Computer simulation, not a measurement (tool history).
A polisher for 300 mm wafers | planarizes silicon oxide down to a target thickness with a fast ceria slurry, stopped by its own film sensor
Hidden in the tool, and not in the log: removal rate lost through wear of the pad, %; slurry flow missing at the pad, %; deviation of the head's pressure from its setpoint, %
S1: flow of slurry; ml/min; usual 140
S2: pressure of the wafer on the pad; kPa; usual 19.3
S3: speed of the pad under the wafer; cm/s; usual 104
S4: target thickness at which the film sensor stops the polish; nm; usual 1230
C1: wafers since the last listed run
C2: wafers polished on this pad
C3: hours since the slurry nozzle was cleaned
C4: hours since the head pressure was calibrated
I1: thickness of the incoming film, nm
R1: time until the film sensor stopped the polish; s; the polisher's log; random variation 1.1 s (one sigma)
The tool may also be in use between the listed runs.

run 1 hour=0 | S1=140 S2=19.3 S3=130 S4=871 | C1=0 C2=4309 C3=32.8 C4=628.2 | I1=2677.9 | R1=79.7
-- hour=64.5 worn pad replaced by a new one
run 2 hour=106.9 | S1=140 S2=19.3 S3=130 S4=871 | C1=669 C2=276 C3=139.7 C4=735.1 | I1=2596.5 | R1=68.5
run 3 hour=199.5 | S1=140 S2=19.3 S3=130 S4=871 | C1=602 C2=878 C3=232.3 C4=827.7 | I1=2633.2 | R1=68.7
run 4 hour=259.9 | S1=175 S2=19.3 S3=104 S4=1230 | C1=392 C2=1270 C3=292.7 C4=888.1 | I1=2630.9 | R1=64.8
run 5 hour=318.2 | S1=175 S2=19.3 S3=104 S4=1230 | C1=379 C2=1650 C3=351 C4=946.4 | I1=2641.6 | R1=65.7
run 6 hour=387.3 | S1=175 S2=19.3 S3=104 S4=1230 | C1=449 C2=2099 C3=420.1 C4=1015.5 | I1=2647.5 | R1=66.6
run 7 hour=435.1 | S1=140 S2=19.3 S3=86 S4=1230 | C1=310 C2=2410 C3=467.9 C4=1063.3 | I1=2589.8 | R1=77.7
run 8 hour=516.3 | S1=140 S2=19.3 S3=92 S4=1230 | C1=528 C2=2938 C3=549.1 C4=1144.5 | I1=2655.8 | R1=77.6
run 9 hour=562.3 | S1=140 S2=19.3 S3=92 S4=1230 | C1=299 C2=3237 C3=595.1 C4=1190.5 | I1=2672.5 | R1=78.7
run 10 hour=599.1 | S1=140 S2=22.1 S3=120 S4=1230 | C1=239 C2=3476 C3=631.9 C4=1227.3 | I1=2632 | R1=56.5
-- hour=622.9 head pressure recalibrated
run 11 hour=669.6 | S1=140 S2=22.1 S3=120 S4=1230 | C1=445 C2=3922 C3=702.4 C4=46.7 | I1=2666.1 | R1=65
-- hour=737.1 slurry nozzle cleaned
run 12 hour=777.4 | S1=140 S2=19.3 S3=104 S4=1548 | C1=694 C2=4616 C3=40.3 C4=154.5 | I1=2629.7 | R1=59.9
run 13 hour=837.9 | S1=140 S2=19.3 S3=104 S4=1548 | C1=393 C2=5010 C3=100.8 C4=215 | I1=2654.6 | R1=62.5
-- hour=868.7 worn pad replaced by a new one
run 14 hour=1007 | S1=155 S2=19.3 S3=104 S4=1230 | C1=1073 C2=899 C3=269.9 C4=384.1 | I1=2595.9 | R1=65.7
run 15 hour=1084.5 | S1=95 S2=15.2 S3=104 S4=1230 | C1=503 C2=1403 C3=347.4 C4=461.6 | I1=2642.3 | R1=92.5
run 16 hour=1176.4 | S1=140 S2=19.3 S3=104 S4=1230 | C1=597 C2=2000 C3=439.3 C4=553.5 | I1=2607.3 | R1=67.4
run 17 hour=1274.4 | S1=140 S2=19.3 S3=104 S4=1230 | C1=637 C2=2638 C3=537.3 C4=651.5 | I1=2592.4 | R1=67.7
run 18 hour=1517.7 | S1=175 S2=24.8 S3=104 S4=1230 | C1=1582 C2=4220 C3=780.6 C4=894.8 | I1=2621.6 | R1=54.1
-- hour=1540.9 worn pad replaced by a new one
-- hour=1573 slurry nozzle cleaned
run 19 hour=1595.3 | S1=140 S2=19.3 S3=104 S4=1230 | C1=472 C2=347 C3=22.3 C4=972.4 | I1=2682.4 | R1=66.3
run 20 hour=1768 | S1=95 S2=19.3 S3=104 S4=1230 | C1=1123 C2=1470 C3=195 C4=1145.1 | I1=2653.5 | R1=70.4
run 21 hour=1848.5 | S1=140 S2=19.3 S3=104 S4=1230 | C1=523 C2=1993 C3=275.5 C4=1225.6 | I1=2613.5 | R1=66.3
-- hour=1877.7 head pressure recalibrated
run 22 hour=1939.1 | S1=140 S2=24.8 S3=104 S4=1230 | C1=576 C2=2570 C3=366.1 C4=61.4 | I1=2623.6 | R1=55.3
run 23 hour=2011.2 | S1=140 S2=19.3 S3=86 S4=1230 | C1=468 C2=3038 C3=438.2 C4=133.5 | I1=2659.8 | R1=84.8
run 24 hour=2054.5 | S1=140 S2=19.3 S3=104 S4=1230 | C1=281 C2=3320 C3=481.5 C4=176.8 | I1=2659.1 | R1=75.7
run 25 hour=2205.1 | S1=140 S2=19.3 S3=104 S4=907 | C1=979 C2=4299 C3=632.1 C4=327.4 | I1=2663.6 | R1=91.4
-- hour=2231.8 worn pad replaced by a new one
-- hour=2243.1 slurry nozzle cleaned
run 26 hour=2255.2 | S1=140 S2=19.3 S3=104 S4=1033 | C1=293 C2=145 C3=12.1 C4=377.5 | I1=2580.6 | R1=73.9
run 27 hour=2355.1 | S1=140 S2=19.3 S3=104 S4=767 | C1=649 C2=795 C3=112 C4=477.4 | I1=2626.2 | R1=88.9
run 28 hour=2410.4 | S1=140 S2=16.5 S3=116 S4=1230 | C1=359 C2=1155 C3=167.3 C4=532.7 | I1=2605.8 | R1=69.5
run 29 hour=2592.9 | S1=180 S2=15.9 S3=120 S4=1440 | C1=1186 C2=2341 C3=349.8 C4=715.2 | I1=2632.7 | R1=59.3
run 30 hour=2692.5 | S1=140 S2=21.4 S3=128 S4=834 | C1=647 C2=2989 C3=449.4 C4=814.8 | I1=2644.6 | R1=67.2

Run 31 comes next. What will it give?
run 31 hour=2797.9 | S1=140 S2=23.4 S3=104 S4=952 | C1=685 C2=3675 C3=554.8 C4=920.2 | I1=2613 | R1=?

Run 31 gave R1 65.9 s.
Without the tool's hidden state the same run would have given R1 68.6 s.
